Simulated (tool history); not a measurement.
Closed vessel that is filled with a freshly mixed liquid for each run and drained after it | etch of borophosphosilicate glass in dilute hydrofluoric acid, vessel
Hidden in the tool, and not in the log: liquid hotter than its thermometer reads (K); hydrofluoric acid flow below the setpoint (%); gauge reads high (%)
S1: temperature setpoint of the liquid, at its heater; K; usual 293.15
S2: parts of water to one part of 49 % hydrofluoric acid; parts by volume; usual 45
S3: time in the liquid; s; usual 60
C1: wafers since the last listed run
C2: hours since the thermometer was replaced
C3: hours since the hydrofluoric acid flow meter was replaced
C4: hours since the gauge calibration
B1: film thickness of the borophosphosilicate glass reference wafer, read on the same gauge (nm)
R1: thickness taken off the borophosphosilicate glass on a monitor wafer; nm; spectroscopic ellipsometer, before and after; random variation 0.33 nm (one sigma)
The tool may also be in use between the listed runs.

run 1 hour=0.0 | S1=293.15 S2=45 S3=60 | C1=0 C2=773.5 C3=1283.2 C4=2527.3 | B1=140.01 | R1=39.38
-- hour=11.3 thermometer replaced
run 2 hour=83.0 | S1=293.15 S2=45 S3=60 | C1=7693 C2=71.7 C3=1366.2 C4=2610.3 | B1=139.98 | R1=39.69
run 3 hour=151.0 | S1=293.15 S2=45 S3=60 | C1=6380 C2=139.7 C3=1434.2 C4=2678.3 | B1=139.98 | R1=39.54
run 4 hour=223.2 | S1=293.15 S2=45 S3=60 | C1=6774 C2=211.9 C3=1506.4 C4=2750.5 | B1=139.98 | R1=39.31
run 5 hour=267.0 | S1=293.15 S2=55 S3=60 | C1=4109 C2=255.7 C3=1550.2 C4=2794.3 | B1=140.00 | R1=32.06
run 6 hour=331.5 | S1=293.15 S2=55 S3=60 | C1=6051 C2=320.2 C3=1614.7 C4=2858.8 | B1=140.03 | R1=31.95
run 7 hour=397.3 | S1=290.65 S2=45 S3=50 | C1=6173 C2=386.0 C3=1680.5 C4=2924.6 | B1=139.98 | R1=29.34
run 8 hour=459.1 | S1=293.15 S2=45 S3=60 | C1=5798 C2=447.8 C3=1742.3 C4=2986.4 | B1=140.00 | R1=39.15
run 9 hour=523.0 | S1=293.15 S2=45 S3=60 | C1=5995 C2=511.7 C3=1806.2 C4=3050.3 | B1=140.01 | R1=38.92
run 10 hour=592.2 | S1=295.15 S2=60 S3=60 | C1=6492 C2=580.9 C3=1875.4 C4=3119.5 | B1=139.98 | R1=31.36
-- hour=610.6 hydrofluoric acid flow meter replaced
run 11 hour=688.8 | S1=293.15 S2=45 S3=60 | C1=8969 C2=677.5 C3=78.2 C4=3216.1 | B1=140.00 | R1=37.42
-- hour=753.9 thermometer replaced
run 12 hour=770.3 | S1=293.15 S2=35 S3=35 | C1=7552 C2=16.4 C3=159.7 C4=3297.6 | B1=139.99 | R1=28.63
run 13 hour=816.3 | S1=297.15 S2=35 S3=90 | C1=4315 C2=62.4 C3=205.7 C4=3343.6 | B1=140.00 | R1=86.45
run 14 hour=862.7 | S1=293.15 S2=35 S3=60 | C1=4353 C2=108.8 C3=252.1 C4=3390.0 | B1=139.99 | R1=48.41
run 15 hour=915.4 | S1=296.15 S2=65 S3=60 | C1=4944 C2=161.5 C3=304.8 C4=3442.7 | B1=139.98 | R1=28.97
run 16 hour=982.0 | S1=293.15 S2=45 S3=60 | C1=6248 C2=228.1 C3=371.4 C4=3509.3 | B1=140.00 | R1=37.06
run 17 hour=1023.0 | S1=290.15 S2=35 S3=90 | C1=3846 C2=269.1 C3=412.4 C4=3550.3 | B1=140.00 | R1=64.61
-- hour=1049.6 gauge calibrated
-- hour=1064.9 hydrofluoric acid flow meter replaced, repeated, since the last time left the tool worse
run 18 hour=1065.4 | S1=293.15 S2=35 S3=40 | C1=3884 C2=311.5 C3=0.5 C4=15.8 | B1=139.99 | R1=35.36
run 19 hour=1172.3 | S1=295.65 S2=45 S3=60 | C1=10029 C2=418.4 C3=107.4 C4=122.7 | B1=139.98 | R1=44.99
run 20 hour=1276.0 | S1=290.15 S2=40 S3=30 | C1=9729 C2=522.1 C3=211.1 C4=226.4 | B1=139.97 | R1=19.98
run 21 hour=1355.7 | S1=290.15 S2=45 S3=60 | C1=7477 C2=601.8 C3=290.8 C4=306.1 | B1=140.00 | R1=35.09
-- hour=1569.9 thermometer replaced
run 22 hour=1646.0 | S1=294.65 S2=55 S3=80 | C1=27143 C2=76.1 C3=581.1 C4=596.4 | B1=140.03 | R1=46.18
run 23 hour=1684.3 | S1=293.15 S2=45 S3=60 | C1=3593 C2=114.4 C3=619.4 C4=634.7 | B1=139.96 | R1=40.45
run 24 hour=1827.1 | S1=293.15 S2=45 S3=60 | C1=13398 C2=257.2 C3=762.2 C4=777.5 | B1=140.03 | R1=40.05
run 25 hour=1874.8 | S1=293.15 S2=45 S3=60 | C1=4475 C2=304.9 C3=809.9 C4=825.2 | B1=140.01 | R1=39.74
run 26 hour=1932.6 | S1=295.15 S2=50 S3=60 | C1=5423 C2=362.7 C3=867.7 C4=883.0 | B1=139.99 | R1=39.04
run 27 hour=2036.3 | S1=290.15 S2=65 S3=60 | C1=9729 C2=466.4 C3=971.4 C4=986.7 | B1=140.01 | R1=23.49
run 28 hour=2091.9 | S1=293.15 S2=45 S3=60 | C1=5216 C2=522.0 C3=1027.0 C4=1042.3 | B1=139.99 | R1=39.70
run 29 hour=2194.1 | S1=293.15 S2=45 S3=60 | C1=9588 C2=624.2 C3=1129.2 C4=1144.5 | B1=139.98 | R1=39.45
-- hour=2265.4 thermometer replaced
run 30 hour=2278.3 | S1=290.15 S2=30 S3=60 | C1=7806 C2=12.9 C3=1213.4 C4=1228.7 | B1=140.00 | R1=52.50
run 31 hour=2325.9 | S1=293.15 S2=45 S3=30 | C1=4466 C2=60.5 C3=1261.0 C4=1276.3 | B1=140.02 | R1=19.92

4 ways to go on from here, each from the tool as it stands after run 31. What would each give?
run A hour=2326.6 | S1=293.15 S2=45 S3=60 | C1=65 C2=61.2 C3=1261.7 C4=1277.0 | B1=? | R1=?
run B hour=2326.6 | S1=293.15 S2=25 S3=50 | C1=65 C2=61.2 C3=1261.7 C4=1277.0 | B1=? | R1=?
run C hour=2326.6 | S1=290.15 S2=45 S3=40 | C1=65 C2=61.2 C3=1261.7 C4=1277.0 | B1=? | R1=?
run D hour=2326.6 | S1=293.15 S2=65 S3=85 | C1=65 C2=61.2 C3=1261.7 C4=1277.0 | B1=? | R1=?

run=A B1=140.00 R1=39.38
run=B B1=140.00 R1=60.56
run=C B1=140.00 R1=23.07
run=D B1=140.00 R1=37.69
Without the tool's hidden state the same runs would have given:
run=A R1=40.35
run=B R1=62.01
run=C R1=23.64
run=D R1=38.64

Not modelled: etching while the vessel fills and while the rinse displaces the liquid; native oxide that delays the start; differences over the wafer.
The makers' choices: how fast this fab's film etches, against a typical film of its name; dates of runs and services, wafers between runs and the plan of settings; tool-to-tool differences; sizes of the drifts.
